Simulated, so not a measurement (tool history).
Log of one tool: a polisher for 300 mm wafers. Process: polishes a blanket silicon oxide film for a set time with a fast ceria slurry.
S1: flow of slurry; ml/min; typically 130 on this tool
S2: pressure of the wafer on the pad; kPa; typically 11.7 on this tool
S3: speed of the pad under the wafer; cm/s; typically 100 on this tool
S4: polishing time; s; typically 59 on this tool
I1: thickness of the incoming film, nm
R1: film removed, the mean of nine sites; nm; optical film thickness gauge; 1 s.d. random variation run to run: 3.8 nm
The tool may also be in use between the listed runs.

Run 1, day 0: usual settings but S4 51 s; I1 3833.8. Result: R1 467 nm.
At day 2.5: slurry nozzle cleaned.
Run 2, day 4.225: usual settings; I1 3849.4. Result: R1 533.4 nm.
Run 3, day 15.929: usual settings; I1 3848.2. Result: R1 520.9 nm.
At day 17.262: head pressure recalibrated.
Run 4, day 17.958: usual settings; I1 3908.6. Result: R1 525.5 nm.
At day 19.129: worn pad replaced by a new one.
Run 5, day 21.717: usual settings; I1 3902.6. Result: R1 549.1 nm.
Run 6, day 24.142: usual settings; I1 3800.4. Result: R1 535.3 nm.
At day 28.808: slurry nozzle cleaned.
Run 7, day 32.138: usual settings; I1 3862.2. Result: R1 527.9 nm.
Run 8, day 35.192: usual settings but S4 66 s; I1 3824.9. Result: R1 582.8 nm.
Run 9, day 37: usual settings but S4 66 s; I1 3850.6. Result: R1 582.2 nm.
Run 10, day 38.988: usual settings but S1 155 ml/min; I1 3931.9. Result: R1 533 nm.
Run 11, day 41.083: usual settings but S3 118 cm/s, S4 73 s; I1 3904.6. Result: R1 759.5 nm.
Run 12, day 44.938: usual settings but S3 118 cm/s, S4 73 s; I1 3908.3. Result: R1 766 nm.
At day 45.912: worn pad replaced by a new one.
At day 53.238: slurry nozzle cleaned.
Run 13, day 55.038: usual settings but S3 118 cm/s, S4 73 s; I1 3799.8. Result: R1 786.6 nm.
Run 14, day 58.658: usual settings; I1 3837.3. Result: R1 530.2 nm.
Run 15, day 60.421: usual settings; I1 3893.1. Result: R1 531.4 nm.
At day 61.946: head pressure recalibrated.
Run 16, day 64.146: usual settings but S1 115 ml/min, S4 54 s; I1 3833.5. Result: R1 473.4 nm.
Run 17, day 67.933: usual settings; I1 3801.2. Result: R1 533.3 nm.
Run 18, day 72.404: usual settings but S3 110 cm/s; I1 3876.9. Result: R1 583.1 nm.
At day 74.15: worn pad replaced by a new one.
Run 19, day 74.171: usual settings; I1 3900.7. Result: R1 561.7 nm.
Run 20, day 78.142: usual settings but S1 160 ml/min; I1 3820.4. Result: R1 561 nm.
At day 79.383: slurry nozzle cleaned.
Run 21, day 82.15: usual settings; I1 3856.8. Result: R1 539.8 nm.
Run 22, day 84.279: usual settings but S3 82 cm/s; I1 3886.6. Result: R1 436.9 nm.
Run 23, day 87.196: usual settings but S1 165 ml/min; I1 3851.6. Result: R1 548.7 nm.
Run 24, day 91.221: usual settings but S3 82 cm/s; I1 3892.5. Result: R1 439.5 nm.
Run 25, day 95.029: usual settings; I1 3928. Result: R1 520.4 nm.
Run 26, day 96.725: usual settings but S1 100 ml/min, S4 76 s; I1 3842.2. Result: R1 658.7 nm.
At day 99.712: worn pad replaced by a new one.
Run 27, day 99.775: usual settings but S2 14.5 kPa, S4 49 s; I1 3849.5. Result: R1 571.6 nm.
Run 28, day 103.671: usual settings but S4 40 s; I1 3877.7. Result: R1 364.2 nm.
Run 29, day 106.612: usual settings but S1 100 ml/min, S2 14.5 kPa, S3 70 cm/s, S4 50 s; I1 3902.6. Result: R1 374 nm.
Run 30, day 108.625: usual settings; I1 3945.7. Result: R1 533.8 nm.
At day 110.958: slurry nozzle cleaned.
At day 111.042: head pressure recalibrated.
Run 31, day 120.658: usual settings; I1 3816.1. Result: R1 529.2 nm.
Run 32, day 124.646: usual settings but S3 68 cm/s, S4 39 s; I1 3926.5. Result: R1 235.9 nm.
At day 128.592: worn pad replaced by a new one.
Run 33, day 129.204: usual settings but S1 165 ml/min, S2 13.8 kPa, S3 90 cm/s, S4 46 s; I1 3831.1. Result: R1 465.7 nm.

Measured minus without-hidden-state, run by run (identical run-to-run variation in each term; gauge scatter may differ):
What the log doesn't record here: removal rate lost through wear of the pad, %; slurry flow missing at the pad, %; deviation of the head's pressure from its setpoint, %.
run     R1
  1  -19.1
  2  -28.7
  3  -36.1
  4    -37
  5  -15.9
  6  -22.2
  7  -34.6
  8  -40.9
  9  -42.2
 10  -39.6
 11  -57.7
 12  -59.8
 13  -36.3
 14    -29
 15  -30.6
 16  -29.5
 17  -34.9
 18  -39.5
 19     -3
 20  -16.7
 21  -24.8
 22  -22.8
 23    -32
 24  -28.2
 25  -35.3
 26  -45.5
 27   -1.4
 28   -9.6
 29  -14.5
 30  -24.2
 31  -34.1
 32  -15.7
 33     -6
